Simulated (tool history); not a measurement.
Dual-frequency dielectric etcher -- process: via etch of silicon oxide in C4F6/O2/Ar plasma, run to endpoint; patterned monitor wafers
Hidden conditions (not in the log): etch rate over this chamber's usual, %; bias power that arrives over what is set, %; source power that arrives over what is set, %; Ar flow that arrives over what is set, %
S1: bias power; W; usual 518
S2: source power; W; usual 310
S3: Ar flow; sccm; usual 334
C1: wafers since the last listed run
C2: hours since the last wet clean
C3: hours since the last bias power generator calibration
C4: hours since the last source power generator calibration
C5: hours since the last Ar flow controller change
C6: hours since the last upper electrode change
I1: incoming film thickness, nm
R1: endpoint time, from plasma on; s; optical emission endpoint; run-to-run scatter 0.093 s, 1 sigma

run    hour   S1   S2   S3    C1     C2      C3      C4      C5      C6     I1    R1
  1     0.0  556  270  334     0  274.3  1556.6  1230.7  2015.1  2288.0  119.3  31.8
  2    62.0  556  270  334  1013  336.3  1618.6  1292.7  2077.1  2350.0  120.0  32.0
  3   106.7  518  310  334   730  381.0  1663.3  1337.4  2121.8  2394.7  118.9  31.3
  4   196.6  518  350  334  1469  470.9  1753.2  1427.3  2211.7  2484.6  118.3  30.4
      232.5  -- wet clean of the chamber
  5   261.9  518  350  334   675   29.4  1818.5  1492.6  2277.0  2549.9  119.2  30.1
  6   316.5  518  350  334   892   84.0  1873.1  1547.2  2331.6  2604.5  119.8  30.2
  7   420.8  587  250  334  1705  188.3  1977.4  1651.5  2435.9  2708.8  119.2  31.6
  8   662.1  518  280  334  3945  429.6  2218.7  1892.8  2677.2  2950.1  119.1  32.3
      729.6  -- wet clean of the chamber
  9   730.1  580  310  252   719    0.5  2286.7  1960.8  2745.2  3018.1  120.3  29.4
      756.8  -- bias power generator calibrated
 10   766.5  559  310  334   529   36.9     9.7  1997.2  2781.6  3054.5  118.2  29.9
      781.1  -- source power generator calibrated
 11   826.2  518  310  334   910   96.6    69.4    45.1  2841.3  3114.2  120.4  31.3
      849.0  -- Ar flow controller replaced
 12   923.6  518  310  334  1494  194.0   166.8   142.5    74.6  3211.6  120.5  31.5
     1108.7  -- upper electrode replaced
 13  1138.9  394  340  254  3127  409.3   382.1   357.8   289.9    30.2  119.5  32.5
     1211.0  -- wet clean of the chamber
 14  1242.1  518  370  334  1294   31.1   485.3   461.0   393.1   133.4  118.1  29.2
 15  1294.5  437  360  301   856   83.5   537.7   513.4   445.5   185.8  120.7  31.4
 16  1400.8  518  310  334  1738  189.8   644.0   619.7   551.8   292.1  119.2  31.1

What if the next run were any one of these 4? Each begins from the tool's condition after run 16:
  A  1401.2  518  310  334   6  190.2  644.4  620.1  552.2  292.5  119.0   ?
  B  1401.2  481  270  334   6  190.2  644.4  620.1  552.2  292.5  119.0   ?
  C  1401.2  617  280  334   6  190.2  644.4  620.1  552.2  292.5  119.0   ?
  D  1401.2  588  310  262   6  190.2  644.4  620.1  552.2  292.5  119.0   ?

run    R1
  A  31.0
  B  32.7
  C  30.2
  D  29.3
With no hidden state in the tool, these same runs would have given:
run    R1
  A  30.7
  B  32.3
  C  29.9
  D  29.0

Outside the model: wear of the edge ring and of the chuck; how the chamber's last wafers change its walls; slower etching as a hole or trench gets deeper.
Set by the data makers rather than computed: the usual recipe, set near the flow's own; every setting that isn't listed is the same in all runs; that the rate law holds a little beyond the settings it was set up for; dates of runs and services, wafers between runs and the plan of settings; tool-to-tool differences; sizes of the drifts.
